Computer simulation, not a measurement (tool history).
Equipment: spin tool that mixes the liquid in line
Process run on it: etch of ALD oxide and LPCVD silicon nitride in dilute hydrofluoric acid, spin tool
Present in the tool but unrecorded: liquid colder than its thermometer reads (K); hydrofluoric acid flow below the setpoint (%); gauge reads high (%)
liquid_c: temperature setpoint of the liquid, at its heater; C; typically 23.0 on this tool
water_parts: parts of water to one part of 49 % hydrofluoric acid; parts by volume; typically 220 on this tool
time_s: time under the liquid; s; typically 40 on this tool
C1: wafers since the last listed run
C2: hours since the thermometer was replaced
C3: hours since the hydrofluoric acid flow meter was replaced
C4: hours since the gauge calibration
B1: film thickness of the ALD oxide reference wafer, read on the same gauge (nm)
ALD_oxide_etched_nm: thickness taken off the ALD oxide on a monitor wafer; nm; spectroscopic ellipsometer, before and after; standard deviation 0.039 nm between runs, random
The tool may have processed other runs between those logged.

run 1 hour=0.0 | liquid_c=26.5 water_parts=220 time_s=30 | C1=0 C2=721.3 C3=1848.8 C4=27.1 | B1=120.013 | ALD_oxide_etched_nm=3.684
run 2 hour=31.5 | liquid_c=26.5 water_parts=220 time_s=30 | C1=467 C2=752.8 C3=1880.3 C4=58.6 | B1=120.015 | ALD_oxide_etched_nm=3.695
run 3 hour=46.5 | liquid_c=26.5 water_parts=220 time_s=30 | C1=222 C2=767.8 C3=1895.3 C4=73.6 | B1=120.015 | ALD_oxide_etched_nm=3.666
run 4 hour=63.1 | liquid_c=23.0 water_parts=220 time_s=40 | C1=246 C2=784.4 C3=1911.9 C4=90.2 | B1=119.975 | ALD_oxide_etched_nm=4.333
run 5 hour=93.4 | liquid_c=23.0 water_parts=220 time_s=40 | C1=449 C2=814.7 C3=1942.2 C4=120.5 | B1=119.994 | ALD_oxide_etched_nm=4.330
run 6 hour=122.6 | liquid_c=23.0 water_parts=220 time_s=40 | C1=433 C2=843.9 C3=1971.4 C4=149.7 | B1=120.008 | ALD_oxide_etched_nm=4.244
run 7 hour=146.8 | liquid_c=23.0 water_parts=220 time_s=40 | C1=359 C2=868.1 C3=1995.6 C4=173.9 | B1=119.988 | ALD_oxide_etched_nm=4.294
run 8 hour=168.8 | liquid_c=23.0 water_parts=220 time_s=40 | C1=326 C2=890.1 C3=2017.6 C4=195.9 | B1=119.991 | ALD_oxide_etched_nm=4.274
run 9 hour=192.5 | liquid_c=23.0 water_parts=220 time_s=40 | C1=351 C2=913.8 C3=2041.3 C4=219.6 | B1=119.988 | ALD_oxide_etched_nm=4.242
run 10 hour=204.9 | liquid_c=23.0 water_parts=220 time_s=40 | C1=184 C2=926.2 C3=2053.7 C4=232.0 | B1=120.002 | ALD_oxide_etched_nm=4.227
run 11 hour=223.1 | liquid_c=23.0 water_parts=220 time_s=40 | C1=270 C2=944.4 C3=2071.9 C4=250.2 | B1=119.989 | ALD_oxide_etched_nm=4.292
run 12 hour=247.0 | liquid_c=23.0 water_parts=220 time_s=40 | C1=354 C2=968.3 C3=2095.8 C4=274.1 | B1=119.976 | ALD_oxide_etched_nm=4.200
run 13 hour=278.7 | liquid_c=23.0 water_parts=220 time_s=40 | C1=470 C2=1000.0 C3=2127.5 C4=305.8 | B1=120.007 | ALD_oxide_etched_nm=4.305
run 14 hour=314.6 | liquid_c=23.0 water_parts=220 time_s=40 | C1=532 C2=1035.9 C3=2163.4 C4=341.7 | B1=120.017 | ALD_oxide_etched_nm=4.231
run 15 hour=339.9 | liquid_c=26.0 water_parts=140 time_s=55 | C1=375 C2=1061.2 C3=2188.7 C4=367.0 | B1=119.965 | ALD_oxide_etched_nm=11.152
run 16 hour=364.5 | liquid_c=25.5 water_parts=160 time_s=40 | C1=365 C2=1085.8 C3=2213.3 C4=391.6 | B1=119.999 | ALD_oxide_etched_nm=6.836
-- hour=382.9 thermometer replaced
run 17 hour=395.6 | liquid_c=26.0 water_parts=190 time_s=40 | C1=446 C2=12.7 C3=2244.4 C4=422.7 | B1=120.013 | ALD_oxide_etched_nm=5.308
-- hour=412.7 hydrofluoric acid flow meter replaced
run 18 hour=429.3 | liquid_c=23.0 water_parts=220 time_s=40 | C1=485 C2=46.4 C3=16.6 C4=456.4 | B1=120.000 | ALD_oxide_etched_nm=3.899
run 19 hour=455.1 | liquid_c=24.5 water_parts=115 time_s=35 | C1=382 C2=72.2 C3=42.4 C4=482.2 | B1=119.994 | ALD_oxide_etched_nm=7.831
run 20 hour=485.1 | liquid_c=23.0 water_parts=120 time_s=65 | C1=445 C2=102.2 C3=72.4 C4=512.2 | B1=119.998 | ALD_oxide_etched_nm=13.088
-- hour=489.6 gauge calibrated
run 21 hour=504.5 | liquid_c=23.0 water_parts=165 time_s=55 | C1=287 C2=121.6 C3=91.8 C4=14.9 | B1=119.990 | ALD_oxide_etched_nm=7.770
-- hour=529.8 thermometer replaced, repeated, since the last time left the tool worse
run 22 hour=530.3 | liquid_c=25.0 water_parts=140 time_s=40 | C1=368 C2=0.5 C3=117.6 C4=40.7 | B1=119.999 | ALD_oxide_etched_nm=8.241
run 23 hour=548.6 | liquid_c=23.0 water_parts=185 time_s=25 | C1=271 C2=18.8 C3=135.9 C4=59.0 | B1=120.025 | ALD_oxide_etched_nm=3.451
run 24 hour=567.5 | liquid_c=18.5 water_parts=115 time_s=60 | C1=280 C2=37.7 C3=154.8 C4=77.9 | B1=119.986 | ALD_oxide_etched_nm=11.687
run 25 hour=663.3 | liquid_c=23.0 water_parts=220 time_s=40 | C1=1421 C2=133.5 C3=250.6 C4=173.7 | B1=120.003 | ALD_oxide_etched_nm=4.410

Table of differences, measured result less the result of that run with no hidden state. Run-to-run variation is the same in both. Gauge scatter possibly is not:
run=1 ALD_oxide_etched_nm=-0.137
run=2 ALD_oxide_etched_nm=-0.143
run=3 ALD_oxide_etched_nm=-0.146
run=4 ALD_oxide_etched_nm=-0.182
run=5 ALD_oxide_etched_nm=-0.189
run=6 ALD_oxide_etched_nm=-0.192
run=7 ALD_oxide_etched_nm=-0.199
run=8 ALD_oxide_etched_nm=-0.205
run=9 ALD_oxide_etched_nm=-0.208
run=10 ALD_oxide_etched_nm=-0.211
run=11 ALD_oxide_etched_nm=-0.218
run=12 ALD_oxide_etched_nm=-0.218
run=13 ALD_oxide_etched_nm=-0.232
run=14 ALD_oxide_etched_nm=-0.236
run=15 ALD_oxide_etched_nm=-0.650
run=16 ALD_oxide_etched_nm=-0.405
run=17 ALD_oxide_etched_nm=-0.639
run=18 ALD_oxide_etched_nm=-0.483
run=19 ALD_oxide_etched_nm=-1.040
run=20 ALD_oxide_etched_nm=-1.783
run=21 ALD_oxide_etched_nm=-1.036
run=22 ALD_oxide_etched_nm=-0.057
run=23 ALD_oxide_etched_nm=-0.027
run=24 ALD_oxide_etched_nm=-0.112
run=25 ALD_oxide_etched_nm=-0.061
